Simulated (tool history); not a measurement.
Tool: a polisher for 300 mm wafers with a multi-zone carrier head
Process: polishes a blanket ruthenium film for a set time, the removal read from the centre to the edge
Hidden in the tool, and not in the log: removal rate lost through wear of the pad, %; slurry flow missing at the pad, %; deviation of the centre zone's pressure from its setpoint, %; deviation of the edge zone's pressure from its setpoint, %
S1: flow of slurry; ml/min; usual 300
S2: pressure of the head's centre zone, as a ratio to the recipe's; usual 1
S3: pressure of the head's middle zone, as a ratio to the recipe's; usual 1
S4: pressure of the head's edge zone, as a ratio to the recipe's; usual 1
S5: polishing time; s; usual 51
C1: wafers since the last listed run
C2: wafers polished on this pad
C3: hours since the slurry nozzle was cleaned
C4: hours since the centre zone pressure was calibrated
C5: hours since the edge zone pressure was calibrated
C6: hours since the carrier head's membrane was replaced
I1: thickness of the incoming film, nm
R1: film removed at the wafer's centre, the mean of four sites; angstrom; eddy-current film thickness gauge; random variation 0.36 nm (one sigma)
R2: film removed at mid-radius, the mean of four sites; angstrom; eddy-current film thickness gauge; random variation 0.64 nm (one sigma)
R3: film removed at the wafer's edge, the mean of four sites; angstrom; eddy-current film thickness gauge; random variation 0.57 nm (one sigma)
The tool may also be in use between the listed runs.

run     day   S1  S2   S3    S4  S5    C1    C2     C3      C4      C5     C6     I1   R1   R2   R3
  1       0  300   1    1     1  51     0  3606  341.4   711.1   379.2  222.1  283.1  392  400  379
      2.558  -- slurry nozzle cleaned
  2   2.825  300   1    1     1  51   894  4501    6.4   778.9     447  289.9  279.3  385  398  381
      4.071  -- worn pad replaced by a new one
  3   7.179  300   1    1     1  51  1346   999  110.9   883.4   551.5  394.4  278.8  417  425  411
  4  11.321  300   1    1     1  51  1331  2330  210.3   982.8   650.9  493.8  281.1  403  402  400
  5  13.533  300   1    1     1  51   711  3042  263.4  1035.9     704  546.9  278.1  409  400  400
     17.204  -- carrier head's membrane replaced by a new one
  6  17.375  300   1    1     1  51  1168  4210  355.6  1128.1   796.2    4.1  274.1  404  404  380
     18.517  -- centre zone pressure recalibrated
  7  19.362  300   1    1     1  51   612  4822  403.3    20.3   843.9   51.8  278.9  394  391  382
     20.708  -- slurry nozzle cleaned
  8  21.379  300   1    1     1  51   635  5457   16.1    68.7   892.3  100.2  283.6  383  382  369
     22.375  -- worn pad replaced by a new one
  9  25.871  300   1    1     1  51  1390  1123  123.9   176.5  1000.1    208  279.6  410  404  389
     31.725  -- edge zone pressure recalibrated
 10  31.746  300   1    1  0.96  51  1862  2985  264.9   317.5     0.5    349  276.3  400  402  385
 11  33.358  300   1  0.9     1  56   518  3504  303.6   356.2    39.2  387.7  282.5  433  402  429
     34.946  -- slurry nozzle cleaned
     37.108  -- worn pad replaced by a new one
 12  37.129  260   1    1  0.91  51  1145     6   52.4   446.7   129.7  478.2  281.8  411  432  382

Forecast run 13:
 13  38.821  300  0.92   1   1  51  543  550  93  487.3  170.3  518.8  276.6   ?   ?   ?

{"run 13": {"R1": 394, "R2": 423, "R3": 395}}
Without the tool's hidden state the same run would have given R1 404 angstrom, R2 433 angstrom, R3 405 angstrom.
